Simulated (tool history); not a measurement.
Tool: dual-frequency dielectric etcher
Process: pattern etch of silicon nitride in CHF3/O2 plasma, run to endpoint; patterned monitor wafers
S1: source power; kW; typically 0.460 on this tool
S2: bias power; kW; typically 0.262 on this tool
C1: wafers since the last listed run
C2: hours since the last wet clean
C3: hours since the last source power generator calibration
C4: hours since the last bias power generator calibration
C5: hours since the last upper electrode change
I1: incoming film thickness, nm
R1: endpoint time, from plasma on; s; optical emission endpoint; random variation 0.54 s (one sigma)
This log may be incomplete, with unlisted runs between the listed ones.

{"run": 1, "hour": 0.0, "S1": 0.46, "S2": 0.262, "C1": 0, "C2": 400.3, "C3": 2546.6, "C4": 3520.6, "C5": 2782.1, "I1": 94.1, "R1": 62.2}
{"run": 2, "hour": 10.8, "S1": 0.46, "S2": 0.262, "C1": 83, "C2": 411.1, "C3": 2557.4, "C4": 3531.4, "C5": 2792.9, "I1": 93.8, "R1": 62.2}
{"run": 3, "hour": 26.7, "S1": 0.46, "S2": 0.262, "C1": 123, "C2": 427.0, "C3": 2573.3, "C4": 3547.3, "C5": 2808.8, "I1": 93.5, "R1": 62.0}
{"run": 4, "hour": 51.4, "S1": 0.46, "S2": 0.262, "C1": 191, "C2": 451.7, "C3": 2598.0, "C4": 3572.0, "C5": 2833.5, "I1": 93.6, "R1": 61.1}
{"run": 5, "hour": 62.8, "S1": 0.46, "S2": 0.262, "C1": 88, "C2": 463.1, "C3": 2609.4, "C4": 3583.4, "C5": 2844.9, "I1": 93.6, "R1": 61.2}
{"run": 6, "hour": 73.8, "S1": 0.46, "S2": 0.262, "C1": 85, "C2": 474.1, "C3": 2620.4, "C4": 3594.4, "C5": 2855.9, "I1": 94.2, "R1": 62.5}
{"run": 7, "hour": 95.6, "S1": 0.46, "S2": 0.307, "C1": 168, "C2": 495.9, "C3": 2642.2, "C4": 3616.2, "C5": 2877.7, "I1": 93.8, "R1": 57.3}
{"run": 8, "hour": 102.7, "S1": 0.46, "S2": 0.262, "C1": 54, "C2": 503.0, "C3": 2649.3, "C4": 3623.3, "C5": 2884.8, "I1": 92.4, "R1": 61.7}
{"run": 9, "hour": 112.1, "S1": 0.46, "S2": 0.247, "C1": 72, "C2": 512.4, "C3": 2658.7, "C4": 3632.7, "C5": 2894.2, "I1": 93.8, "R1": 62.9}
{"run": 10, "hour": 121.4, "S1": 0.46, "S2": 0.247, "C1": 71, "C2": 521.7, "C3": 2668.0, "C4": 3642.0, "C5": 2903.5, "I1": 93.5, "R1": 64.0}
{"run": 11, "hour": 133.4, "S1": 0.43, "S2": 0.262, "C1": 92, "C2": 533.7, "C3": 2680.0, "C4": 3654.0, "C5": 2915.5, "I1": 93.8, "R1": 65.1}
{"hour": 160.7, "done": "upper electrode replaced"}
{"hour": 163.7, "done": "source power generator calibrated"}
{"run": 12, "hour": 164.2, "S1": 0.38, "S2": 0.262, "C1": 29, "C2": 564.5, "C3": 0.5, "C4": 3684.8, "C5": 3.5, "I1": 93.9, "R1": 69.3}
{"run": 13, "hour": 164.5, "S1": 0.46, "S2": 0.209, "C1": 2, "C2": 564.8, "C3": 0.8, "C4": 3685.1, "C5": 3.8, "I1": 93.6, "R1": 70.7}
{"hour": 174.0, "done": "bias power generator calibrated"}
{"run": 14, "hour": 174.5, "S1": 0.56, "S2": 0.262, "C1": 46, "C2": 574.8, "C3": 10.8, "C4": 0.5, "C5": 13.8, "I1": 93.6, "R1": 56.3}
{"run": 15, "hour": 186.7, "S1": 0.36, "S2": 0.262, "C1": 94, "C2": 587.0, "C3": 23.0, "C4": 12.7, "C5": 26.0, "I1": 93.9, "R1": 71.9}
{"run": 16, "hour": 195.9, "S1": 0.55, "S2": 0.212, "C1": 71, "C2": 596.2, "C3": 32.2, "C4": 21.9, "C5": 35.2, "I1": 93.7, "R1": 62.8}
{"run": 17, "hour": 204.9, "S1": 0.46, "S2": 0.238, "C1": 69, "C2": 605.2, "C3": 41.2, "C4": 30.9, "C5": 44.2, "I1": 93.1, "R1": 64.5}
{"run": 18, "hour": 213.2, "S1": 0.55, "S2": 0.315, "C1": 64, "C2": 613.5, "C3": 49.5, "C4": 39.2, "C5": 52.5, "I1": 94.1, "R1": 51.4}
{"run": 19, "hour": 224.2, "S1": 0.55, "S2": 0.237, "C1": 85, "C2": 624.5, "C3": 60.5, "C4": 50.2, "C5": 63.5, "I1": 93.8, "R1": 60.8}
{"hour": 258.2, "done": "wet clean of the chamber"}
{"run": 20, "hour": 258.7, "S1": 0.46, "S2": 0.262, "C1": 81, "C2": 0.5, "C3": 95.0, "C4": 84.7, "C5": 98.0, "I1": 93.2, "R1": 61.9}
{"run": 21, "hour": 259.0, "S1": 0.57, "S2": 0.213, "C1": 2, "C2": 0.8, "C3": 95.3, "C4": 85.0, "C5": 98.3, "I1": 93.8, "R1": 62.8}
{"run": 22, "hour": 262.9, "S1": 0.51, "S2": 0.312, "C1": 30, "C2": 4.7, "C3": 99.2, "C4": 88.9, "C5": 102.2, "I1": 93.0, "R1": 52.5}
{"run": 23, "hour": 271.0, "S1": 0.57, "S2": 0.262, "C1": 62, "C2": 12.8, "C3": 107.3, "C4": 97.0, "C5": 110.3, "I1": 93.4, "R1": 55.3}
{"run": 24, "hour": 279.3, "S1": 0.43, "S2": 0.262, "C1": 64, "C2": 21.1, "C3": 115.6, "C4": 105.3, "C5": 118.6, "I1": 93.8, "R1": 65.6}
{"run": 25, "hour": 286.2, "S1": 0.46, "S2": 0.262, "C1": 53, "C2": 28.0, "C3": 122.5, "C4": 112.2, "C5": 125.5, "I1": 93.2, "R1": 61.9}
{"run": 26, "hour": 314.5, "S1": 0.39, "S2": 0.287, "C1": 219, "C2": 56.3, "C3": 150.8, "C4": 140.5, "C5": 153.8, "I1": 94.0, "R1": 65.4}
{"run": 27, "hour": 343.2, "S1": 0.49, "S2": 0.216, "C1": 222, "C2": 85.0, "C3": 179.5, "C4": 169.2, "C5": 182.5, "I1": 92.8, "R1": 66.8}
{"run": 28, "hour": 359.9, "S1": 0.46, "S2": 0.205, "C1": 129, "C2": 101.7, "C3": 196.2, "C4": 185.9, "C5": 199.2, "I1": 93.5, "R1": 71.6}
{"run": 29, "hour": 370.5, "S1": 0.46, "S2": 0.262, "C1": 82, "C2": 112.3, "C3": 206.8, "C4": 196.5, "C5": 209.8, "I1": 93.4, "R1": 62.3}
{"run": 30, "hour": 385.1, "S1": 0.42, "S2": 0.314, "C1": 113, "C2": 126.9, "C3": 221.4, "C4": 211.1, "C5": 224.4, "I1": 93.7, "R1": 59.2}
{"run": 31, "hour": 396.8, "S1": 0.55, "S2": 0.321, "C1": 90, "C2": 138.6, "C3": 233.1, "C4": 222.8, "C5": 236.1, "I1": 93.4, "R1": 49.2}
{"run": 32, "hour": 403.4, "S1": 0.46, "S2": 0.297, "C1": 51, "C2": 145.2, "C3": 239.7, "C4": 229.4, "C5": 242.7, "I1": 94.7, "R1": 58.8}
{"run": 33, "hour": 418.0, "S1": 0.46, "S2": 0.262, "C1": 113, "C2": 159.8, "C3": 254.3, "C4": 244.0, "C5": 257.3, "I1": 92.5, "R1": 61.5}
{"run": 34, "hour": 430.7, "S1": 0.38, "S2": 0.313, "C1": 98, "C2": 172.5, "C3": 267.0, "C4": 256.7, "C5": 270.0, "I1": 93.6, "R1": 62.4}
{"run": 35, "hour": 442.2, "S1": 0.34, "S2": 0.3, "C1": 89, "C2": 184.0, "C3": 278.5, "C4": 268.2, "C5": 281.5, "I1": 94.2, "R1": 69.4}
{"run": 36, "hour": 451.7, "S1": 0.53, "S2": 0.237, "C1": 73, "C2": 193.5, "C3": 288.0, "C4": 277.7, "C5": 291.0, "I1": 93.3, "R1": 60.8}
{"run": 37, "hour": 458.4, "S1": 0.42, "S2": 0.233, "C1": 51, "C2": 200.2, "C3": 294.7, "C4": 284.4, "C5": 297.7, "I1": 92.9, "R1": 69.8}

Hidden condition of the tool, last listed run before each entry between runs versus first listed run after:
Logged between run 11 and run 12: upper electrode replaced (hour 160.7); source power generator calibrated (hour 163.7)
  no hidden state differs between the two runs
Logged between run 13 and run 14: bias power generator calibrated (hour 174.0)
  no hidden state differs between the two runs
Logged between run 19 and run 20: wet clean of the chamber (hour 258.2)
  no hidden state differs between the two runs
